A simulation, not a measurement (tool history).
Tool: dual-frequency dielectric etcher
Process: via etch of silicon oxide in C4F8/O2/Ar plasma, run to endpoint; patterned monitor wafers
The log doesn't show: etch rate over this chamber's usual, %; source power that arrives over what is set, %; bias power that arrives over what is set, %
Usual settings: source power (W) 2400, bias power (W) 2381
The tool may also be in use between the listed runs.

| run | hour | source power (W) | bias power (W) | wafers since the last listed run | hours since the last wet clean | hours since the last source power generator calibration | hours since the last bias power generator calibration | hours since the last upper electrode change | incoming incoming film thickness, nm | endpoint time (s) |
|---|---|---|---|---|---|---|---|---|---|---|
| 1 | 0.0 | 2130 | 2381 | 0 | 303.8 | 3621.7 | 2934.4 | 5111.2 | 1278.5 | 194.4 |
| 2 | 29.2 | 2590 | 2381 | 192 | 333.0 | 3650.9 | 2963.6 | 5140.4 | 1290.0 | 187.4 |
|  | 64.8 | wet clean of the chamber |
| 3 | 65.3 | 2590 | 2381 | 79 | 0.5 | 3687.0 | 2999.7 | 5176.5 | 1290.0 | 179.0 |
| 4 | 73.0 | 2400 | 2381 | 50 | 8.2 | 3694.7 | 3007.4 | 5184.2 | 1278.9 | 183.4 |
| 5 | 86.5 | 2400 | 2381 | 89 | 21.7 | 3708.2 | 3020.9 | 5197.7 | 1280.3 | 181.4 |
| 6 | 100.6 | 2400 | 2381 | 93 | 35.8 | 3722.3 | 3035.0 | 5211.8 | 1290.7 | 184.6 |
| 7 | 120.9 | 2400 | 2381 | 134 | 56.1 | 3742.6 | 3055.3 | 5232.1 | 1282.3 | 183.5 |
| 8 | 151.8 | 2400 | 2381 | 204 | 87.0 | 3773.5 | 3086.2 | 5263.0 | 1286.7 | 184.5 |
| 9 | 174.9 | 2400 | 2381 | 152 | 110.1 | 3796.6 | 3109.3 | 5286.1 | 1282.3 | 184.6 |
| 10 | 200.8 | 2400 | 2381 | 171 | 136.0 | 3822.5 | 3135.2 | 5312.0 | 1265.7 | 182.5 |
| 11 | 215.7 | 2400 | 2381 | 98 | 150.9 | 3837.4 | 3150.1 | 5326.9 | 1288.5 | 185.9 |
|  | 235.3 | bias power generator calibrated |
|  | 237.3 | source power generator calibrated |
| 12 | 250.9 | 2060 | 2947 | 193 | 186.1 | 13.6 | 15.6 | 5362.1 | 1282.2 | 177.4 |
|  | 288.7 | upper electrode replaced |
| 13 | 289.2 | 2690 | 2926 | 94 | 224.4 | 51.9 | 53.9 | 0.5 | 1287.3 | 167.1 |
| 14 | 303.4 | 2870 | 2133 | 93 | 238.6 | 66.1 | 68.1 | 14.7 | 1280.7 | 188.8 |
| 15 | 362.0 | 2870 | 2133 | 387 | 297.2 | 124.7 | 126.7 | 73.3 | 1287.4 | 191.4 |
|  | 409.1 | wet clean of the chamber |
| 16 | 409.6 | 2400 | 1857 | 155 | 0.5 | 172.3 | 174.3 | 120.9 | 1284.3 | 204.2 |
| 17 | 428.3 | 1990 | 1982 | 123 | 19.2 | 191.0 | 193.0 | 139.6 | 1292.0 | 207.4 |
| 18 | 445.9 | 2400 | 2381 | 116 | 36.8 | 208.6 | 210.6 | 157.2 | 1290.7 | 183.0 |
| 19 | 481.4 | 2400 | 2381 | 234 | 72.3 | 244.1 | 246.1 | 192.7 | 1294.1 | 184.7 |
| 20 | 510.7 | 2400 | 2381 | 193 | 101.6 | 273.4 | 275.4 | 222.0 | 1285.4 | 185.4 |
| 21 | 526.0 | 2660 | 1791 | 101 | 116.9 | 288.7 | 290.7 | 237.3 | 1278.3 | 205.4 |
| 22 | 549.2 | 2890 | 2857 | 153 | 140.1 | 311.9 | 313.9 | 260.5 | 1289.4 | 165.2 |

Hidden state or all else? Some run-to-run changes of endpoint time (s), split into what the settings, what came in and random variation would give without the hidden state, and what is left for the hidden state (with any gauge scatter that isn't in both results):
Run 2 -> 3: wet clean of the chamber. endpoint time (s) -8.4: hidden state -6.1, all else -2.3.
Run 15 -> 16: source power (W) 2870 -> 2400, bias power (W) 2133 -> 1857, wet clean of the chamber. endpoint time (s) +12.8: hidden state -7.1, all else +19.9.
Run 17 -> 18: source power (W) 1990 -> 2400, bias power (W) 1982 -> 2381. endpoint time (s) -24.4: hidden state +0.4, all else -24.8.
Run 21 -> 22: source power (W) 2660 -> 2890, bias power (W) 1791 -> 2857. endpoint time (s) -40.2: hidden state -0.1, all else -40.1.

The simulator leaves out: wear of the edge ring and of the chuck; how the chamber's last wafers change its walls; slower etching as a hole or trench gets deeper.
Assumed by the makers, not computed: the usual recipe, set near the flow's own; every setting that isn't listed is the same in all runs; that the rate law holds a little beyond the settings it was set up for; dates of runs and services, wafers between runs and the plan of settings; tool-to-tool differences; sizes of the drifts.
